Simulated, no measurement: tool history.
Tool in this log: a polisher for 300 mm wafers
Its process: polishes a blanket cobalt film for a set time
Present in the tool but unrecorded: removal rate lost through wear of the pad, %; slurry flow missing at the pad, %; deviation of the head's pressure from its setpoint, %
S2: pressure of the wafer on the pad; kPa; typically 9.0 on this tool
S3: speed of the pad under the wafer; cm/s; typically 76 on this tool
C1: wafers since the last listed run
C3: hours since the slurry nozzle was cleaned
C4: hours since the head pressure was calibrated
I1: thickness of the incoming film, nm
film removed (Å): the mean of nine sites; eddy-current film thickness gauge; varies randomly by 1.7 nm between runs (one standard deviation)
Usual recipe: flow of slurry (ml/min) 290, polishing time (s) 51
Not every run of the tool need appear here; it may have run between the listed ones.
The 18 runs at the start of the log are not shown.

Run 19, hour 821.1: usual settings but flow of slurry (ml/min) 205, S2 11.0 kPa, polishing time (s) 46; C1 208; wafers polished on this pad 1574; C3 323.4; C4 209.0; I1 703.3. Result: film removed (Å) 1148.
At hour 840.8: slurry nozzle cleaned.
Run 20, hour 845.8: usual settings but polishing time (s) 58; C1 183; wafers polished on this pad 1757; C3 5.0; C4 233.7; I1 711.4. Result: film removed (Å) 1316.
Run 21, hour 881.3: usual settings but flow of slurry (ml/min) 335; C1 274; wafers polished on this pad 2031; C3 40.5; C4 269.2; I1 707.1. Result: film removed (Å) 1215.
Run 22, hour 927.8: usual settings but flow of slurry (ml/min) 235, S3 84 cm/s; C1 359; wafers polished on this pad 2391; C3 87.0; C4 315.7; I1 692.4. Result: film removed (Å) 1226.
Run 23, hour 967.3: usual settings but S2 10.3 kPa; C1 305; wafers polished on this pad 2696; C3 126.5; C4 355.2; I1 702.9. Result: film removed (Å) 1258.
At hour 976.3: worn pad replaced by a new one.
Run 24, hour 1001.1: usual settings; C1 230; wafers polished on this pad 191; C3 160.3; C4 389.0; I1 701.3. Result: film removed (Å) 1152.
Run 25, hour 1059.5: usual settings but S2 7.6 kPa, S3 100 cm/s; C1 451; wafers polished on this pad 642; C3 218.7; C4 447.4; I1 684.0. Result: film removed (Å) 1285.
Run 26, hour 1120.1: usual settings but flow of slurry (ml/min) 360, S2 7.6 kPa, S3 98 cm/s, polishing time (s) 62; C1 468; wafers polished on this pad 1111; C3 279.3; C4 508.0; I1 693.7. Result: film removed (Å) 1544.
Run 27, hour 1163.8: usual settings but flow of slurry (ml/min) 215, S2 6.2 kPa, S3 68 cm/s, polishing time (s) 68; C1 337; wafers polished on this pad 1448; C3 323.0; C4 551.7; I1 703.6. Result: film removed (Å) 1175.
Run 28, hour 1221.5: usual settings but S2 11.0 kPa; C1 445; wafers polished on this pad 1894; C3 380.7; C4 609.4; I1 711.9. Result: film removed (Å) 1309.
At hour 1225.0: slurry nozzle cleaned.
Run 29, hour 1263.6: usual settings but flow of slurry (ml/min) 230, S2 6.2 kPa; C1 317; wafers polished on this pad 2211; C3 38.6; C4 651.5; I1 687.7. Result: film removed (Å) 974.
At hour 1284.6: worn pad replaced by a new one.
Run 30, hour 1301.5: usual settings; C1 261; wafers polished on this pad 130; C3 76.5; C4 689.4; I1 698.2. Result: film removed (Å) 1188.
Run 31, hour 1336.0: usual settings but S2 7.6 kPa, S3 90 cm/s, polishing time (s) 56; C1 266; wafers polished on this pad 396; C3 111.0; C4 723.9; I1 703.8. Result: film removed (Å) 1328.
At hour 1467.2: head pressure recalibrated.
Run 32, hour 1491.9: usual settings but flow of slurry (ml/min) 205, S2 6.2 kPa, S3 100 cm/s, polishing time (s) 37; C1 1188; wafers polished on this pad 1585; C3 266.9; C4 24.7; I1 703.9. Result: film removed (Å) 835.
Run 33, hour 1534.4: usual settings but flow of slurry (ml/min) 355, polishing time (s) 66; C1 328; wafers polished on this pad 1914; C3 309.4; C4 67.2; I1 705.6. Result: film removed (Å) 1486.
At hour 1553.4: slurry nozzle cleaned.
At hour 1591.8: worn pad replaced by a new one.
Run 34, hour 1592.3: usual settings but S3 88 cm/s, polishing time (s) 42; C1 408; wafers polished on this pad 4; C3 38.9; C4 125.1; I1 697.6. Result: film removed (Å) 1068.
Run 35, hour 1656.0: usual settings but S3 52 cm/s; C1 492; wafers polished on this pad 496; C3 102.6; C4 188.8; I1 707.9. Result: film removed (Å) 958.

What if the next run were any one of these 4? Each begins from the tool's condition after run 35:
Run A, hour 1656.4: usual settings but S2 7.6 kPa; C1 3; wafers polished on this pad 499; C3 103.0; C4 189.2; I1 694.6. Result: film removed (Å) ?.
Run B, hour 1656.4: usual settings but polishing time (s) 59; C1 3; wafers polished on this pad 499; C3 103.0; C4 189.2; I1 694.6. Result: film removed (Å) ?.
Run C, hour 1656.4: usual settings but S2 11.0 kPa, S3 58 cm/s; C1 3; wafers polished on this pad 499; C3 103.0; C4 189.2; I1 694.6. Result: film removed (Å) ?.
Run D, hour 1656.4: usual settings but polishing time (s) 62; C1 3; wafers polished on this pad 499; C3 103.0; C4 189.2; I1 694.6. Result: film removed (Å) ?.

run  film removed (Å)
  A              1095
  B              1376
  C              1147
  D              1445
With no hidden state in the tool, these same runs would have given:
run  film removed (Å)
  A              1098
  B              1379
  C              1151
  D              1449
